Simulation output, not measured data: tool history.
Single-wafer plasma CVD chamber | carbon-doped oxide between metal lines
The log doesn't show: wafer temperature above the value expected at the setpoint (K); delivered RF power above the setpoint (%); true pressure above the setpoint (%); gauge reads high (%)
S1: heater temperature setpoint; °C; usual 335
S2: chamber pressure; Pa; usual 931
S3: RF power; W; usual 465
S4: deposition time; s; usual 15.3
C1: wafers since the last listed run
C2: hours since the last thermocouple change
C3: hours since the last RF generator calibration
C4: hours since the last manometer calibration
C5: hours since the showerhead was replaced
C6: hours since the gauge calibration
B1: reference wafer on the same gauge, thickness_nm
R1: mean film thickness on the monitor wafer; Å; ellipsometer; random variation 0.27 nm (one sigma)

run 1 hour=0.0 | S1=335 S2=931 S3=465 S4=16.3 | C1=0 C2=2986.3 C3=1456.9 C4=2107.0 C5=2640.0 C6=611.3 | B1=102.297 | R1=879.96
run 2 hour=22.0 | S1=335 S2=931 S3=465 S4=16.3 | C1=577 C2=3008.3 C3=1478.9 C4=2129.0 C5=2662.0 C6=633.3 | B1=102.256 | R1=881.72
run 3 hour=52.0 | S1=335 S2=931 S3=465 S4=16.3 | C1=788 C2=3038.3 C3=1508.9 C4=2159.0 C5=2692.0 C6=663.3 | B1=102.217 | R1=884.62
run 4 hour=67.7 | S1=335 S2=931 S3=465 S4=15.3 | C1=412 C2=3054.0 C3=1524.6 C4=2174.7 C5=2707.7 C6=679.0 | B1=102.424 | R1=829.17
run 5 hour=88.0 | S1=335 S2=931 S3=465 S4=15.3 | C1=533 C2=3074.3 C3=1544.9 C4=2195.0 C5=2728.0 C6=699.3 | B1=102.486 | R1=829.82
run 6 hour=111.9 | S1=335 S2=931 S3=465 S4=15.3 | C1=627 C2=3098.2 C3=1568.8 C4=2218.9 C5=2751.9 C6=723.2 | B1=102.492 | R1=828.63
run 7 hour=135.6 | S1=335 S2=931 S3=410 S4=15.3 | C1=622 C2=3121.9 C3=1592.5 C4=2242.6 C5=2775.6 C6=746.9 | B1=102.402 | R1=762.75
run 8 hour=157.5 | S1=335 S2=931 S3=410 S4=15.3 | C1=575 C2=3143.8 C3=1614.4 C4=2264.5 C5=2797.5 C6=768.8 | B1=102.373 | R1=759.92
run 9 hour=193.4 | S1=339 S2=931 S3=465 S4=14.2 | C1=943 C2=3179.7 C3=1650.3 C4=2300.4 C5=2833.4 C6=804.7 | B1=102.281 | R1=762.38
-- hour=227.7 thermocouple changed; heater temperature recalibrated
run 10 hour=229.0 | S1=335 S2=931 S3=465 S4=12.3 | C1=725 C2=1.3 C3=1685.9 C4=2336.0 C5=2869.0 C6=840.3 | B1=102.245 | R1=669.85
-- hour=253.3 RF generator calibrated
-- hour=257.1 showerhead replaced
run 11 hour=263.0 | S1=335 S2=1156 S3=505 S4=15.3 | C1=581 C2=35.3 C3=9.7 C4=2370.0 C5=5.9 C6=874.3 | B1=102.338 | R1=906.11
-- hour=283.9 capacitance manometer re-zeroed and calibrated
-- hour=295.7 gauge calibrated
run 12 hour=298.3 | S1=335 S2=931 S3=465 S4=16.2 | C1=717 C2=70.6 C3=45.0 C4=14.4 C5=41.2 C6=2.6 | B1=102.365 | R1=902.64
run 13 hour=313.5 | S1=335 S2=931 S3=425 S4=12.7 | C1=399 C2=85.8 C3=60.2 C4=29.6 C5=56.4 C6=17.8 | B1=102.341 | R1=667.10
run 14 hour=334.2 | S1=344 S2=931 S3=425 S4=17.9 | C1=543 C2=106.5 C3=80.9 C4=50.3 C5=77.1 C6=38.5 | B1=102.379 | R1=900.52
run 15 hour=358.5 | S1=335 S2=700 S3=465 S4=13.6 | C1=638 C2=130.8 C3=105.2 C4=74.6 C5=101.4 C6=62.8 | B1=102.263 | R1=740.60
run 16 hour=393.1 | S1=330 S2=1017 S3=465 S4=16.7 | C1=909 C2=165.4 C3=139.8 C4=109.2 C5=136.0 C6=97.4 | B1=102.360 | R1=944.11
run 17 hour=418.8 | S1=335 S2=931 S3=465 S4=15.3 | C1=675 C2=191.1 C3=165.5 C4=134.9 C5=161.7 C6=123.1 | B1=102.369 | R1=848.06
run 18 hour=476.2 | S1=335 S2=1129 S3=425 S4=17.2 | C1=1508 C2=248.5 C3=222.9 C4=192.3 C5=219.1 C6=180.5 | B1=102.464 | R1=904.69
run 19 hour=511.7 | S1=335 S2=931 S3=465 S4=15.3 | C1=932 C2=284.0 C3=258.4 C4=227.8 C5=254.6 C6=216.0 | B1=102.322 | R1=842.12
run 20 hour=529.6 | S1=343 S2=931 S3=465 S4=15.3 | C1=470 C2=301.9 C3=276.3 C4=245.7 C5=272.5 C6=233.9 | B1=102.394 | R1=819.24
run 21 hour=555.5 | S1=335 S2=931 S3=465 S4=18.3 | C1=680 C2=327.8 C3=302.2 C4=271.6 C5=298.4 C6=259.8 | B1=102.463 | R1=1006.29
run 22 hour=568.2 | S1=335 S2=931 S3=520 S4=15.3 | C1=333 C2=340.5 C3=314.9 C4=284.3 C5=311.1 C6=272.5 | B1=102.438 | R1=900.15
run 23 hour=603.9 | S1=341 S2=931 S3=560 S4=12.6 | C1=937 C2=376.2 C3=350.6 C4=320.0 C5=346.8 C6=308.2 | B1=102.391 | R1=762.35
run 24 hour=621.8 | S1=335 S2=931 S3=465 S4=17.6 | C1=470 C2=394.1 C3=368.5 C4=337.9 C5=364.7 C6=326.1 | B1=102.337 | R1=967.53
run 25 hour=639.6 | S1=335 S2=931 S3=410 S4=15.3 | C1=467 C2=411.9 C3=386.3 C4=355.7 C5=382.5 C6=343.9 | B1=102.551 | R1=765.43
run 26 hour=674.0 | S1=347 S2=931 S3=380 S4=15.3 | C1=903 C2=446.3 C3=420.7 C4=390.1 C5=416.9 C6=378.3 | B1=102.252 | R1=703.90
run 27 hour=693.2 | S1=347 S2=803 S3=415 S4=12.7 | C1=504 C2=465.5 C3=439.9 C4=409.3 C5=436.1 C6=397.5 | B1=102.358 | R1=613.48
run 28 hour=707.6 | S1=335 S2=931 S3=465 S4=15.3 | C1=378 C2=479.9 C3=454.3 C4=423.7 C5=450.5 C6=411.9 | B1=102.286 | R1=840.82
run 29 hour=729.0 | S1=329 S2=931 S3=465 S4=15.3 | C1=562 C2=501.3 C3=475.7 C4=445.1 C5=471.9 C6=433.3 | B1=102.297 | R1=857.63

Forecast each of these 3 alternatives for the next run:
run A hour=729.4 | S1=335 S2=931 S3=465 S4=15.3 | C1=10 C2=501.7 C3=476.1 C4=445.5 C5=472.3 C6=433.7 | B1=? | R1=?
run B hour=729.4 | S1=346 S2=851 S3=495 S4=16.7 | C1=10 C2=501.7 C3=476.1 C4=445.5 C5=472.3 C6=433.7 | B1=? | R1=?
run C hour=729.4 | S1=335 S2=851 S3=465 S4=15.3 | C1=10 C2=501.7 C3=476.1 C4=445.5 C5=472.3 C6=433.7 | B1=? | R1=?

run=A B1=102.391 R1=840.61
run=B B1=102.391 R1=911.64
run=C B1=102.391 R1=837.38
Without the tool's hidden state the same runs would have given:
run=A R1=856.03
run=B R1=927.91
run=C R1=852.74
